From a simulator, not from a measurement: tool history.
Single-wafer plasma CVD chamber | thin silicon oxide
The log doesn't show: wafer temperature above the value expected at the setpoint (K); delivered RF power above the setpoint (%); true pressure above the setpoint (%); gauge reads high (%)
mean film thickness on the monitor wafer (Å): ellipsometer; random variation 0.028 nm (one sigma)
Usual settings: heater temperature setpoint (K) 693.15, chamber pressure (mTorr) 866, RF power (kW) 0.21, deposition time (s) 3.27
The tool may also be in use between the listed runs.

run	day	heater temperature setpoint (K)	chamber pressure (mTorr)	RF power (kW)	deposition time (s)	wafers since the last listed run	hours since the last thermocouple change	hours since the last RF generator calibration	hours since the last manometer calibration	hours since the showerhead was replaced	hours since the gauge calibration	read-back reference wafer on the same gauge, thickness_nm	mean film thickness on the monitor wafer (Å)
1	0	693.15	866	0.21	3.27	0	1137.4	31.4	826	2058.5	2998.2	6.212	56.34
2	5.621	693.15	866	0.21	3.58	4685	1272.3	166.3	960.9	2193.4	3133.1	6.225	60.72
# day 8.2: capacitance manometer re-zeroed and calibrated
3	8.75	697.15	866	0.225	3.27	2330	1347.4	241.4	13.2	2268.5	3208.2	6.23	58.82
4	12.362	697.15	866	0.225	3.27	3011	1434.1	328.1	99.9	2355.2	3294.9	6.217	57.98
5	16.8	693.15	866	0.21	3.27	3698	1540.6	434.6	206.4	2461.7	3401.4	6.227	55.77
6	19.125	693.15	866	0.21	3.27	1937	1596.4	490.4	262.2	2517.5	3457.2	6.221	55.18
7	25.204	701.15	866	0.235	3.27	5067	1742.3	636.3	408.1	2663.4	3603.1	6.215	57.43
8	28.329	693.15	866	0.21	3.27	2604	1817.3	711.3	483.1	2738.4	3678.1	6.221	54.51
# day 31.258: showerhead replaced
9	33.388	693.15	866	0.21	3.27	3938	1938.7	832.7	604.5	51.1	3799.5	6.211	54.27
10	37.033	693.15	866	0.21	3.27	3038	2026.2	920.2	692	138.6	3887	6.232	54.32
# day 38.1: RF generator calibrated
11	39.288	685.15	866	0.19	3.27	1601	2080.3	28.5	746.1	192.7	3941.1	6.213	53.85
12	43.488	703.15	662	0.235	3.9	3500	2181.1	129.3	846.9	293.5	4041.9	6.213	54.59
# day 44.162: gauge calibrated
13	47.329	700.15	866	0.21	3.27	3202	2273.3	221.5	939.1	385.7	76	6.231	54.73
14	50.196	693.15	866	0.21	3.27	2389	2342.1	290.3	1007.9	454.5	144.8	6.219	55.15
15	52.625	704.15	866	0.21	3.27	2024	2400.4	348.6	1066.2	512.8	203.1	6.215	54.26
# day 57.404: thermocouple changed; heater temperature recalibrated
16	60.242	693.15	866	0.21	3.62	6070	68.1	531.4	1249	695.6	385.9	6.218	60.09
# day 62.242: capacitance manometer re-zeroed and calibrated
17	63.083	693.15	1003	0.23	3.27	2090	136.3	599.6	20.2	763.8	454.1	6.238	64.94
18	67.121	693.15	1015	0.21	3.27	3365	233.2	696.5	117.1	860.7	551	6.225	63.06
19	70.438	698.15	866	0.21	3.27	2764	312.8	776.1	196.7	940.3	630.6	6.22	55.52
20	74.842	693.15	866	0.21	3.27	3670	418.5	881.8	302.4	1046	736.3	6.216	54.75
21	82.462	702.15	942	0.24	3.09	6352	601.4	1064.7	485.3	1228.9	919.2	6.222	58.05
# day 83.525: RF generator calibrated
22	84.779	693.15	866	0.21	3.27	1653	657	30.1	540.9	1284.5	974.8	6.214	55.97
23	88.512	693.15	997	0.18	3.27	3111	746.6	119.7	630.5	1374.1	1064.4	6.231	57.71
24	92.267	693.15	966	0.21	3.27	3129	836.7	209.8	720.6	1464.2	1154.5	6.228	60.03
25	93.796	681.15	866	0.21	3.27	1274	873.4	246.5	757.3	1500.9	1191.2	6.222	55.53
26	97.917	685.15	695	0.19	2.94	3434	972.3	345.4	856.2	1599.8	1290.1	6.22	39.44
27	99.646	693.15	866	0.21	3.27	1441	1013.8	386.9	897.7	1641.3	1331.6	6.216	55.16
28	103.333	699.15	866	0.21	3.51	3073	1102.3	475.4	986.2	1729.8	1420.1	6.233	58.19

Hidden state at the last listed run before each entry between runs and at the first one after, where it differs:
Between runs 2 and 3: capacitance manometer re-zeroed and calibrated (day 8.2)
  delivered RF power above the setpoint (%): -3.18 -> -4.03; true pressure above the setpoint (%): -4.51 -> -0.713
  measured less the result without the state, mean film thickness on the monitor wafer (Å): -2.99 -> -1.36
Between runs 8 and 9: showerhead replaced (day 31.258)
  delivered RF power above the setpoint (%): -6.6 -> -6.86; true pressure above the setpoint (%): -4.54 -> -4.98
  measured less the result without the state, mean film thickness on the monitor wafer (Å): -3.66 -> -3.91
Between runs 10 and 11: RF generator calibrated (day 38.1)
  delivered RF power above the setpoint (%): -7 -> -1.29; true pressure above the setpoint (%): -5.22 -> -5.34
  measured less the result without the state, mean film thickness on the monitor wafer (Å): -4.06 -> -2.5
Between runs 12 and 13: gauge calibrated (day 44.162)
  delivered RF power above the setpoint (%): -2.92 -> -4.05; true pressure above the setpoint (%): -5.53 -> -5.67
  measured less the result without the state, mean film thickness on the monitor wafer (Å): -3.61 -> -3.45
Between runs 15 and 16: thermocouple changed; heater temperature recalibrated (day 57.404)
  delivered RF power above the setpoint (%): -5.18 -> -6.23; true pressure above the setpoint (%): -5.81 -> -5.95
  measured less the result without the state, mean film thickness on the monitor wafer (Å): -3.81 -> -4.62
Between runs 16 and 17: capacitance manometer re-zeroed and calibrated (day 62.242)
  delivered RF power above the setpoint (%): -6.23 -> -6.49; true pressure above the setpoint (%): -5.95 -> -0.521
  measured less the result without the state, mean film thickness on the monitor wafer (Å): -4.62 -> -2.11
Between runs 21 and 22: RF generator calibrated (day 83.525)
  delivered RF power above the setpoint (%): -7.39 -> -0.769; true pressure above the setpoint (%): -4.26 -> -4.48
  measured less the result without the state, mean film thickness on the monitor wafer (Å): -3.85 -> -2.08
